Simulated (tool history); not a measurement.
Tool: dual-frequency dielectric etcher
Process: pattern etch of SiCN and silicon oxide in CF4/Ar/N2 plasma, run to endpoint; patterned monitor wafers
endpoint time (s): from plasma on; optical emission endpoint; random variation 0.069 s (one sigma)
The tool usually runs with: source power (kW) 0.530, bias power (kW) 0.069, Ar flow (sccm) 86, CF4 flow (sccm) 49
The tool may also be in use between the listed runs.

run	hour	source power (kW)	bias power (kW)	Ar flow (sccm)	CF4 flow (sccm)	incoming incoming film thickness, nm	endpoint time (s)
1	0.0	0.530	0.069	86	49	14.84	15.3
2	6.2	0.530	0.069	86	54	14.91	15.3
3	18.6	0.530	0.069	86	49	14.89	15.5
4	28.5	0.530	0.069	86	49	14.64	15.2
5	35.0	0.470	0.069	86	54	14.82	16.9
6	47.0	0.530	0.069	86	49	14.97	15.6
# hour 55.4: Ar flow controller replaced
7	62.8	0.530	0.069	86	58	14.83	15.0
8	71.6	0.530	0.080	80	59	14.89	13.7
9	85.4	0.410	0.059	100	45	14.74	22.3
10	102.0	0.530	0.081	86	49	14.67	14.1
# hour 128.8: upper electrode replaced
11	129.3	0.530	0.069	86	49	14.87	15.4
12	129.6	0.530	0.069	86	49	14.85	15.3
# hour 136.6: source power generator calibrated
# hour 138.5: bias power generator calibrated
13	139.0	0.620	0.086	100	42	14.75	12.6
14	149.5	0.530	0.054	86	49	14.93	17.6
15	163.8	0.530	0.069	86	49	14.94	15.4
16	180.4	0.530	0.085	86	44	14.80	14.0
17	191.9	0.570	0.086	78	49	14.69	12.4
18	209.4	0.580	0.069	86	49	14.82	13.9
19	216.9	0.530	0.062	86	49	14.82	16.0
20	233.4	0.530	0.069	103	43	14.75	16.3
21	247.3	0.530	0.069	86	39	14.70	15.8
22	256.8	0.530	0.069	86	49	14.64	15.0
23	273.0	0.620	0.069	86	59	14.85	12.8

Predict each of these 5 candidate next runs independently; none follows another, all start after run 23:
A	273.4	0.530	0.069	86	49	14.69	?
B	273.4	0.530	0.069	72	44	14.69	?
C	273.4	0.570	0.057	68	37	14.69	?
D	273.4	0.530	0.053	96	49	14.69	?
E	273.4	0.530	0.069	98	45	14.69	?

run	endpoint time (s)
A	15.0
B	14.6
C	15.2
D	17.8
E	15.7
Had the tool no hidden state, the same runs would have come out as:
run	endpoint time (s)
A	15.3
B	14.8
C	15.5
D	18.1
E	16.0
